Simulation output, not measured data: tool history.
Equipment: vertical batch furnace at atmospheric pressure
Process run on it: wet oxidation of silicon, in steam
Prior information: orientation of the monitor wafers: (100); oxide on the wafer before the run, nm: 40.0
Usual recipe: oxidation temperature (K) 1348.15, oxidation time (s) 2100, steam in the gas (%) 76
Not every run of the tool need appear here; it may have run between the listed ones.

run   hour  oxidation temperature (K)  oxidation time (s)  steam in the gas (%)  read-back reference wafer on the same gauge, thickness  oxide thickness on the monitor wafer (Å)
  1    0.0                    1348.15                2100                    76                                                  427.85                                    3672.2
  2   15.9                    1348.15                2100                    68                                                  428.02                                    3442.0
  3   29.6                    1348.15                2100                    68                                                  428.01                                    3438.3
  4   42.3                    1348.15                1650                    76                                                  427.81                                    3187.8
  5   57.7                    1348.15                1650                    76                                                  428.16                                    3181.7
  6   69.6                    1348.15                2640                    76                                                  428.09                                    4190.1
  7   79.5                    1348.15                2100                    81                                                  428.05                                    3804.1
  8   87.8                    1348.15                2100                    81                                                  427.94                                    3819.1
     106.4  -- gauge calibrated
     119.8  -- steam generator serviced
  9  120.3                    1348.15                2100                    81                                                  427.92                                    3714.1
 10  124.6                    1348.15                2100                    76                                                  428.13                                    3568.9
 11  129.0                    1348.15                2100                    76                                                  427.95                                    3558.2
 12  137.2                    1348.15                1470                    76                                                  427.99                                    2887.4
 13  154.3                    1348.15                2100                    76                                                  428.05                                    3569.4
     183.5  -- steam generator serviced, repeated, since the last time left the tool worse
     187.2  -- thermocouples replaced and temperature profile calibrated
 14  187.7                    1348.15                2100                    76                                                  427.96                                    3778.7
 15  192.1                    1339.15                2100                    84                                                  428.08                                    3841.4
 16  196.5                    1365.15                2100                    69                                                  428.19                                    3877.8
 17  207.6                    1364.15                2100                    76                                                  428.21                                    4078.4
 18  216.2                    1334.15                2100                    82                                                  428.19                                    3677.1
 19  222.8                    1371.15                3120                    73                                                  428.11                                    5115.4
 20  232.3                    1348.15                2100                    76                                                  427.96                                    3786.4
 21  241.5                    1335.15                1620                    66                                                  427.99                                    2770.7
 22  256.3                    1348.15                2100                    76                                                  427.85                                    3768.4
 23  269.7                    1331.15                2610                    65                                                  427.96                                    3586.9

Give the tool's hidden conditions for every run:
true tube temperature minus thermocouple reading, K: 0 at every run
gauge reads high (%): 0 at every run
H1: steam share off its setpoint, % of the setpoint
run      H1
  1   -5.57
  2   -5.59
  3    -5.6
  4   -5.61
  5   -5.62
  6   -5.63
  7   -5.64
  8   -5.65
  9   -9.78
 10   -9.83
 11   -9.87
 12   -9.96
 13   -10.1
 14  -0.187
 15  -0.232
 16  -0.277
 17  -0.388
 18  -0.472
 19  -0.537
 20  -0.627
 21  -0.714
 22  -0.851
 23  -0.971

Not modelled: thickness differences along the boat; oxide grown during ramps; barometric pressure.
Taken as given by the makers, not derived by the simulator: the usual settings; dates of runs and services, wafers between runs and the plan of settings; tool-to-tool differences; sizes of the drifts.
